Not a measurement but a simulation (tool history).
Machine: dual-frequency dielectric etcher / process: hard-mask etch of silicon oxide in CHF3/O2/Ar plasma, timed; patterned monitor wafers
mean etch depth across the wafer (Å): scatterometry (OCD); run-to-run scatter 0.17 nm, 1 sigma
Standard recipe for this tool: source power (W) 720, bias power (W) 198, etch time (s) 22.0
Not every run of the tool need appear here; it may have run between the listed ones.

run	day	source power (W)	bias power (W)	etch time (s)	read-back reference wafer on the same gauge, depth_nm	mean etch depth across the wafer (Å)
1	0.000	720	198	22.0	50.12	533.9
# day 0.096: gauge calibrated
2	5.175	720	198	22.0	50.12	532.6
3	7.425	720	198	22.0	50.02	531.2
# day 9.379: wet clean of the chamber
4	9.883	720	198	22.0	50.07	551.0
5	10.942	720	198	22.0	50.09	549.9
6	13.012	720	198	22.0	50.15	546.5
7	15.042	770	226	22.0	50.14	575.4
# day 16.325: bias power generator calibrated
8	16.496	770	226	22.0	50.16	575.4
9	18.254	720	198	22.0	50.06	542.9
10	19.629	720	198	17.5	50.13	430.6
11	22.267	720	222	22.0	50.00	555.7
12	23.746	660	198	28.5	50.04	666.6
13	25.392	720	198	22.0	50.11	535.1
14	26.917	720	198	22.0	50.14	537.5
# day 29.283: gauge calibrated
# day 29.362: wet clean of the chamber
# day 31.150: source power generator calibrated
# day 31.238: upper electrode replaced
15	35.112	660	223	22.0	50.09	534.0
16	37.954	720	198	22.0	50.20	539.8
17	39.483	770	223	20.5	50.14	531.6
18	41.946	860	198	15.5	50.07	411.8
19	42.979	720	176	22.0	50.08	523.2

Each row is a separate what-if for the run after 19, all from the same tool condition, not one after another. Results?
A	42.996	800	198	22.0	?	?
B	42.996	720	198	24.5	?	?
C	42.996	720	178	22.0	?	?
D	42.996	630	198	19.5	?	?
E	42.996	620	198	28.0	?	?

run	read-back reference wafer on the same gauge, depth_nm	mean etch depth across the wafer (Å)
A	50.13	564.7
B	50.13	597.8
C	50.13	525.8
D	50.13	445.3
E	50.13	634.3
What these runs would have given with no unlogged condition in the tool:
run	mean etch depth across the wafer (Å)
A	574.4
B	608.1
C	534.8
D	452.9
E	645.1
